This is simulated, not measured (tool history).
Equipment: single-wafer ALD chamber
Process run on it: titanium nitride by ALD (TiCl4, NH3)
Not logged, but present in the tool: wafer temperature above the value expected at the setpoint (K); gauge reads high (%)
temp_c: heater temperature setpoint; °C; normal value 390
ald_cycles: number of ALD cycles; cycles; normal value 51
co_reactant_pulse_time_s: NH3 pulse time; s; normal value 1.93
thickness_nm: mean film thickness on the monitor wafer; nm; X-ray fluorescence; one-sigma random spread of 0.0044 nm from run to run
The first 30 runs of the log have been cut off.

| run | hour | temp_c | ald_cycles | co_reactant_pulse_time_s | wafers since the last listed run | hours since the last thermocouple change | hours since the showerhead was replaced | hours since the gauge calibration | read-back reference wafer on the same gauge, thickness_nm | thickness_nm |
|---|---|---|---|---|---|---|---|---|---|---|
| 31 | 816.8 | 390 | 45 | 1.42 | 113 | 226.2 | 134.2 | 546.3 | 0.972 | 0.964 |
| 32 | 850.0 | 381 | 58 | 1.64 | 113 | 259.4 | 167.4 | 579.5 | 0.970 | 1.248 |
| 33 | 876.7 | 395 | 56 | 2.47 | 91 | 286.1 | 194.1 | 606.2 | 0.968 | 1.247 |
| 34 | 979.1 | 390 | 57 | 2.23 | 351 | 388.5 | 296.5 | 708.6 | 0.965 | 1.254 |
| 35 | 1010.1 | 401 | 51 | 1.93 | 106 | 419.5 | 327.5 | 739.6 | 0.963 | 1.124 |
| 36 | 1032.4 | 397 | 59 | 1.93 | 76 | 441.8 | 349.8 | 761.9 | 0.962 | 1.285 |
| 37 | 1048.9 | 382 | 44 | 2.57 | 56 | 458.3 | 366.3 | 778.4 | 0.961 | 0.976 |
| 38 | 1062.0 | 379 | 43 | 1.93 | 44 | 471.4 | 379.4 | 791.5 | 0.960 | 0.919 |
| 39 | 1080.3 | 390 | 47 | 2.67 | 62 | 489.7 | 397.7 | 809.8 | 0.960 | 1.038 |

Alternative continuations, all from the tool just after run 39; predict every row:
| A | 1080.8 | 376 | 51 | 1.93 | 1 | 490.2 | 398.2 | 810.3 | ? | ? |
| B | 1080.8 | 390 | 48 | 1.93 | 1 | 490.2 | 398.2 | 810.3 | ? | ? |
| C | 1080.8 | 390 | 51 | 2.42 | 1 | 490.2 | 398.2 | 810.3 | ? | ? |
| D | 1080.8 | 395 | 48 | 1.46 | 1 | 490.2 | 398.2 | 810.3 | ? | ? |
| E | 1080.8 | 381 | 58 | 1.93 | 1 | 490.2 | 398.2 | 810.3 | ? | ? |

| run | read-back reference wafer on the same gauge, thickness_nm | thickness_nm |
|---|---|---|
| A | 0.959 | 1.090 |
| B | 0.959 | 1.042 |
| C | 0.959 | 1.123 |
| D | 0.959 | 1.026 |
| E | 0.959 | 1.247 |
Take away the tool's hidden state, keep each run's random variation, and the runs would have read:
| run | thickness_nm |
|---|---|
| A | 1.113 |
| B | 1.065 |
| C | 1.147 |
| D | 1.049 |
| E | 1.274 |

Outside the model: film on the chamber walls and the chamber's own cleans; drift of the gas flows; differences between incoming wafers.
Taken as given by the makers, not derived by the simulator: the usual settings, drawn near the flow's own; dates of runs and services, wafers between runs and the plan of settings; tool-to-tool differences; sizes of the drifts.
